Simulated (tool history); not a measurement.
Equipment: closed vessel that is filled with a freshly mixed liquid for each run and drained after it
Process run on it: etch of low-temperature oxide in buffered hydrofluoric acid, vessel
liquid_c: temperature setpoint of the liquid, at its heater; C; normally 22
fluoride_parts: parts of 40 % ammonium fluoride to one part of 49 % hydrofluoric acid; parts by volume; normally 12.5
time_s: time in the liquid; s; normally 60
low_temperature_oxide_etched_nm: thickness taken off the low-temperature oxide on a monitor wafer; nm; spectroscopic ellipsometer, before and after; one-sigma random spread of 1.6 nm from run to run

run    hour  liquid_c  fluoride_parts  time_s  read-back film thickness of the low-temperature oxide reference wafer, read on the same gauge (nm)  low_temperature_oxide_etched_nm
  1       0        22            12.5      50                                                                                              119.98                           222.99
  2    46.1        22            12.5      50                                                                                              120.01                           227.23
  3   130.9        22            12.5      50                                                                                              119.99                           224.17
  4   174.9        22            12.5      60                                                                                              119.99                           268.93
  5     276        22            12.5      60                                                                                              119.97                           272.27
  6   366.1        22              14      60                                                                                              119.98                           245.03
  7   430.1        22              14      60                                                                                              119.99                           244.35
  8     491        22            12.5      40                                                                                              119.99                           180.58
  9     544        22             9.5      80                                                                                                 120                           464.93
        704  -- thermometer replaced
      719.2  -- hydrofluoric acid flow meter replaced
 10   823.8        22            12.5      60                                                                                                 120                           271.81
 11   860.9        22            12.5      60                                                                                              120.01                           270.87
 12   896.9        22            12.5      50                                                                                              120.01                           224.16
      916.6  -- gauge calibrated
 13   990.8        22              11      60                                                                                              119.99                           311.39
 14  1027.8      18.5            12.5      60                                                                                              119.97                           224.04
 15  1081.5        22             9.5      60                                                                                              119.99                           347.07
 16  1122.8      25.5            15.5      60                                                                                                 120                           264.71
 17  1211.9        22            12.5      60                                                                                              119.98                           271.49
 18  1305.2        25              15      45                                                                                              119.97                           201.35
 19  1407.2        22            12.5      60                                                                                                 120                           270.78
 20  1465.5      26.5            12.5      50                                                                                              120.01                           288.23
 21  1562.4        25            15.5      80                                                                                                 120                           346.98
 22  1665.4      25.5              10      60                                                                                              119.98                           410.75

Hidden state, per run?
liquid hotter than its thermometer reads (K): 0 at every run
hydrofluoric acid flow below the setpoint (%): 0 at every run
gauge reads high (%): 0 at every run
